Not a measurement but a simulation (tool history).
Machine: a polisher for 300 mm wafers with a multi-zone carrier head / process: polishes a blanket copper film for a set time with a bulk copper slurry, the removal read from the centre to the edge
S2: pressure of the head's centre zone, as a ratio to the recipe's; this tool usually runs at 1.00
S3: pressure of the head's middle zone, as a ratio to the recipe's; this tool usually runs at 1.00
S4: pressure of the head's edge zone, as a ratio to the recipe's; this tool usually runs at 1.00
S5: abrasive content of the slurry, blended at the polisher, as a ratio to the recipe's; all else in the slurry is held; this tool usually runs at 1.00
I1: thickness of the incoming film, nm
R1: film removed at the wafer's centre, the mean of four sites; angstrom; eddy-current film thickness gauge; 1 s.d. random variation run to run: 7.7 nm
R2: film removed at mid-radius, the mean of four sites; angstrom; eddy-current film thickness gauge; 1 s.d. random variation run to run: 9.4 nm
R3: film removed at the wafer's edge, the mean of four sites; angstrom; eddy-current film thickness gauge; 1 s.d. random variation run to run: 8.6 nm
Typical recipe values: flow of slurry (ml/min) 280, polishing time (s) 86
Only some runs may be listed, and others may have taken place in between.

{"run": 1, "hour": 0.0, "flow of slurry (ml/min)": 280, "S2": 1.0, "S3": 1.0, "S4": 1.1, "S5": 1.0, "polishing time (s)": 86, "I1": 4449.8, "R1": 7552, "R2": 7350, "R3": 7892}
{"run": 2, "hour": 65.4, "flow of slurry (ml/min)": 280, "S2": 1.0, "S3": 1.0, "S4": 1.1, "S5": 1.0, "polishing time (s)": 86, "I1": 4389.6, "R1": 7438, "R2": 7448, "R3": 7850}
{"hour": 108.4, "done": "slurry nozzle cleaned"}
{"run": 3, "hour": 120.6, "flow of slurry (ml/min)": 280, "S2": 1.0, "S3": 1.0, "S4": 1.0, "S5": 1.0, "polishing time (s)": 86, "I1": 4534.2, "R1": 7565, "R2": 7431, "R3": 7500}
{"hour": 146.0, "done": "worn pad replaced by a new one"}
{"run": 4, "hour": 155.0, "flow of slurry (ml/min)": 280, "S2": 1.0, "S3": 1.0, "S4": 1.0, "S5": 1.0, "polishing time (s)": 86, "I1": 4503.7, "R1": 7597, "R2": 7649, "R3": 7426}
{"hour": 327.2, "done": "carrier head's membrane replaced by a new one"}
{"run": 5, "hour": 328.3, "flow of slurry (ml/min)": 280, "S2": 1.0, "S3": 1.0, "S4": 1.0, "S5": 1.0, "polishing time (s)": 86, "I1": 4497.6, "R1": 7461, "R2": 7309, "R3": 7452}
{"hour": 344.1, "done": "edge zone pressure recalibrated"}
{"run": 6, "hour": 362.4, "flow of slurry (ml/min)": 280, "S2": 1.0, "S3": 1.0, "S4": 1.0, "S5": 1.2, "polishing time (s)": 86, "I1": 4478.3, "R1": 7968, "R2": 8071, "R3": 7830}
{"hour": 368.6, "done": "centre zone pressure recalibrated"}
{"hour": 406.4, "done": "slurry nozzle cleaned"}
{"run": 7, "hour": 413.1, "flow of slurry (ml/min)": 280, "S2": 1.0, "S3": 1.0, "S4": 1.0, "S5": 1.2, "polishing time (s)": 86, "I1": 4469.0, "R1": 7950, "R2": 7856, "R3": 8005}
{"hour": 427.5, "done": "worn pad replaced by a new one"}
{"run": 8, "hour": 446.5, "flow of slurry (ml/min)": 280, "S2": 1.0, "S3": 1.0, "S4": 1.0, "S5": 0.75, "polishing time (s)": 86, "I1": 4425.0, "R1": 6925, "R2": 6780, "R3": 6770}
{"run": 9, "hour": 493.8, "flow of slurry (ml/min)": 280, "S2": 1.0, "S3": 1.0, "S4": 1.0, "S5": 1.0, "polishing time (s)": 86, "I1": 4449.6, "R1": 7515, "R2": 7525, "R3": 7452}
{"run": 10, "hour": 556.8, "flow of slurry (ml/min)": 280, "S2": 1.0, "S3": 1.0, "S4": 1.0, "S5": 1.0, "polishing time (s)": 86, "I1": 4536.3, "R1": 7474, "R2": 7618, "R3": 7398}
{"run": 11, "hour": 595.2, "flow of slurry (ml/min)": 280, "S2": 1.0, "S3": 1.0, "S4": 1.0, "S5": 0.7, "polishing time (s)": 86, "I1": 4418.0, "R1": 6746, "R2": 6626, "R3": 6670}
{"run": 12, "hour": 650.0, "flow of slurry (ml/min)": 280, "S2": 1.0, "S3": 1.0, "S4": 1.0, "S5": 1.0, "polishing time (s)": 86, "I1": 4461.3, "R1": 7598, "R2": 7440, "R3": 7450}
{"hour": 692.8, "done": "slurry nozzle cleaned"}
{"hour": 706.3, "done": "worn pad replaced by a new one"}
{"run": 13, "hour": 712.9, "flow of slurry (ml/min)": 280, "S2": 1.0, "S3": 1.0, "S4": 1.0, "S5": 1.2, "polishing time (s)": 72, "I1": 4385.7, "R1": 6760, "R2": 6703, "R3": 6544}
{"run": 14, "hour": 781.4, "flow of slurry (ml/min)": 340, "S2": 0.97, "S3": 1.0, "S4": 1.0, "S5": 0.75, "polishing time (s)": 97, "I1": 4516.4, "R1": 7506, "R2": 7850, "R3": 7711}
{"hour": 843.5, "done": "carrier head's membrane replaced by a new one"}
{"run": 15, "hour": 850.4, "flow of slurry (ml/min)": 280, "S2": 1.0, "S3": 1.0, "S4": 1.0, "S5": 1.0, "polishing time (s)": 86, "I1": 4529.7, "R1": 7468, "R2": 7292, "R3": 7451}
{"run": 16, "hour": 902.8, "flow of slurry (ml/min)": 280, "S2": 1.0, "S3": 1.0, "S4": 1.0, "S5": 1.0, "polishing time (s)": 86, "I1": 4399.7, "R1": 7589, "R2": 7409, "R3": 7469}
{"run": 17, "hour": 948.2, "flow of slurry (ml/min)": 200, "S2": 1.0, "S3": 1.0, "S4": 1.04, "S5": 1.15, "polishing time (s)": 86, "I1": 4361.9, "R1": 7759, "R2": 7725, "R3": 7794}
{"hour": 972.7, "done": "slurry nozzle cleaned"}
{"run": 18, "hour": 978.1, "flow of slurry (ml/min)": 280, "S2": 1.0, "S3": 1.1, "S4": 1.1, "S5": 0.75, "polishing time (s)": 86, "I1": 4494.6, "R1": 6883, "R2": 7417, "R3": 7148}
{"hour": 995.7, "done": "edge zone pressure recalibrated"}
{"run": 19, "hour": 1014.8, "flow of slurry (ml/min)": 280, "S2": 1.0, "S3": 1.0, "S4": 1.0, "S5": 1.0, "polishing time (s)": 99, "I1": 4410.0, "R1": 8804, "R2": 8521, "R3": 8685}
{"hour": 1043.7, "done": "worn pad replaced by a new one"}
{"run": 20, "hour": 1066.3, "flow of slurry (ml/min)": 330, "S2": 1.08, "S3": 1.0, "S4": 1.0, "S5": 1.0, "polishing time (s)": 86, "I1": 4452.8, "R1": 8331, "R2": 7452, "R3": 7378}
{"run": 21, "hour": 1121.6, "flow of slurry (ml/min)": 280, "S2": 1.0, "S3": 1.0, "S4": 1.0, "S5": 1.0, "polishing time (s)": 73, "I1": 4519.6, "R1": 6488, "R2": 6422, "R3": 6288}
{"run": 22, "hour": 1156.7, "flow of slurry (ml/min)": 280, "S2": 0.9, "S3": 1.08, "S4": 1.0, "S5": 1.0, "polishing time (s)": 86, "I1": 4488.9, "R1": 6825, "R2": 8042, "R3": 7506}

3 ways to go on from here, each from the tool as it stands after run 22. What would each give?
{"run": "A", "hour": 1157.1, "flow of slurry (ml/min)": 280, "S2": 1.0, "S3": 1.0, "S4": 1.0, "S5": 1.0, "polishing time (s)": 86, "I1": 4473.0, "R1": "?", "R2": "?", "R3": "?"}
{"run": "B", "hour": 1157.1, "flow of slurry (ml/min)": 280, "S2": 1.0, "S3": 1.0, "S4": 1.0, "S5": 0.9, "polishing time (s)": 86, "I1": 4473.0, "R1": "?", "R2": "?", "R3": "?"}
{"run": "C", "hour": 1157.1, "flow of slurry (ml/min)": 280, "S2": 1.0, "S3": 0.89, "S4": 0.91, "S5": 1.0, "polishing time (s)": 112, "I1": 4473.0, "R1": "?", "R2": "?", "R3": "?"}

run=A R1=7444 R2=7459 R3=7639
run=B R1=7209 R2=7224 R3=7399
run=C R1=9687 R2=8920 R3=9528
The same runs, with their run-to-run variation unchanged, on a tool lacking any hidden condition would have given:
run=A R1=7444 R2=7459 R3=7639
run=B R1=7209 R2=7224 R3=7399
run=C R1=9687 R2=8920 R3=9528

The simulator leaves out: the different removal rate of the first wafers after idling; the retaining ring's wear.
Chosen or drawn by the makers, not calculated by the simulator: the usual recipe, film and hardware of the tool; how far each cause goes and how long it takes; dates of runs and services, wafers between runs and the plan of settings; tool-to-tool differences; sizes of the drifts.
